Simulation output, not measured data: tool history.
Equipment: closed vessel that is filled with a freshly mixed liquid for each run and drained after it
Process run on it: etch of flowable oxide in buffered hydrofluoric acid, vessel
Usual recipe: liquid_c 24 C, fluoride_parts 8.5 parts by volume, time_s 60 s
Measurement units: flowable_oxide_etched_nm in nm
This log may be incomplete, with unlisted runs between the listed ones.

run    hour  liquid_c  fluoride_parts  time_s  wafers since the last listed run  hours since the thermometer was replaced  hours since the hydrofluoric acid flow meter was replaced  hours since the gauge calibration  read-back film thickness of the flowable oxide reference wafer, read on the same gauge (nm)  flowable_oxide_etched_nm
  1       0        24             8.5      60                                 0                                       101                                                     1169.2                             1444.4                                                                                       100.02                    466.14
  2    40.4        24              11      60                              3358                                     141.4                                                     1209.6                             1484.8                                                                                       100.02                    365.73
  3   101.8        24             8.5      60                              5103                                     202.8                                                       1271                             1546.2                                                                                       100.03                    462.07
  4   152.2        24             8.5      60                              4189                                     253.2                                                     1321.4                             1596.6                                                                                        99.98                    472.68
  5   217.9        24             8.5      60                              5461                                     318.9                                                     1387.1                             1662.3                                                                                          100                    470.06
      222.3  -- hydrofluoric acid flow meter replaced
  6   256.4        24             8.5      60                              3117                                     357.4                                                       34.1                             1700.8                                                                                       100.02                    425.82
  7   286.4        24             8.5      60                              2493                                     387.4                                                       64.1                             1730.8                                                                                          100                    423.69
  8     314        24             8.5      60                              2294                                       415                                                       91.7                             1758.4                                                                                          100                    426.88
  9   349.6        24             8.5      60                              2959                                     450.6                                                      127.3                               1794                                                                                          100                     426.3
 10   397.9        20             8.5      50                              4015                                     498.9                                                      175.6                             1842.3                                                                                        99.99                    286.27
 11   439.1        20             8.5      50                              3424                                     540.1                                                      216.8                             1883.5                                                                                          100                    286.63
 12   490.2        24             8.5      60                              4247                                     591.2                                                      267.9                             1934.6                                                                                       100.03                    439.51
 13   554.6        22            10.5      75                              5353                                     655.6                                                      332.3                               1999                                                                                       100.01                    409.25
 14     606        20             8.5      50                              4272                                       707                                                      383.7                             2050.4                                                                                        99.98                    288.77
      626.7  -- thermometer replaced
 15   640.3        22             8.5      60                              2768                                      13.6                                                        418                             2084.7                                                                                        99.99                    395.94
 16   681.3        20             9.5      35                              3408                                      54.6                                                        459                             2125.7                                                                                          100                    184.18
 17   728.5        24             8.5      60                              3923                                     101.8                                                      506.2                             2172.9                                                                                       100.02                    432.45
 18   754.8        24             8.5      60                              2186                                     128.1                                                      532.5                             2199.2                                                                                        99.97                    444.38
 19   823.2        24             8.5      80                              5685                                     196.5                                                      600.9                             2267.6                                                                                        99.99                    589.86
 20   850.5        26            11.5      40                              2269                                     223.8                                                      628.2                             2294.9                                                                                       100.02                    247.73
      874.5  -- gauge calibrated
 21   894.7        24             8.5      60                              3674                                       268                                                      672.4                               20.2                                                                                          100                    445.63
 22   919.5      28.5               6      40                              2061                                     292.8                                                      697.2                                 45                                                                                       100.01                    520.12
 23   979.5      27.5              10      95                              4987                                     352.8                                                      757.2                                105                                                                                        99.99                    733.99
 24  1051.3        21             8.5      60                              5968                                     424.6                                                        829                              176.8                                                                                        99.99                    387.57
 25  1115.1        24             8.5      90                              5303                                     488.4                                                      892.8                              240.6                                                                                       100.01                    681.87
 26  1176.7        24             8.5      60                              5120                                       550                                                      954.4                              302.2                                                                                          100                    456.98
 27    1202      19.5             5.5      30                              2103                                     575.3                                                      979.7                              327.5                                                                                       100.01                     259.8
 28  1255.6      27.5               6      35                              4455                                     628.9                                                     1033.3                              381.1                                                                                       100.01                    448.62
 29  1325.4        24             6.5      60                              5802                                     698.7                                                     1103.1                              450.9                                                                                       100.02                    593.33
 30  1373.8      26.5              10      40                              4023                                     747.1                                                     1151.5                              499.3                                                                                        99.98                    300.62
     1376.9  -- thermometer replaced
 31  1438.3        24               7      60                              5278                                      61.4                                                       1216                              563.8                                                                                        99.97                    562.16
 32  1505.1      20.5              11      60                              5552                                     128.2                                                     1282.8                              630.6                                                                                        99.99                    306.42
     1523.7  -- hydrofluoric acid flow meter replaced
 33  1563.8        27              11      60                              4796                                     186.9                                                       40.1                              689.3                                                                                       100.02                       400

Exercise: give the hidden state of the tool at every run:
liquid colder than its thermometer reads (K): 0, the same for each run
gauge reads high (%): 0, the same for each run
H1: hydrofluoric acid flow above the setpoint (%)
run    H1
  1    10
  2  10.3
  3  10.8
  4  11.2
  5  11.7
  6  1.55
  7  1.78
  8     2
  9  2.27
 10  2.65
 11  2.97
 12  3.37
 13  3.87
 14  4.27
 15  4.54
 16  4.86
 17  5.23
 18  5.43
 19  5.96
 20  6.18
 21  6.52
 22  6.71
 23  7.18
 24  7.74
 25  8.24
 26  8.72
 27  8.91
 28  9.33
 29  9.88
 30  10.3
 31  10.8
 32  11.3
 33  1.75
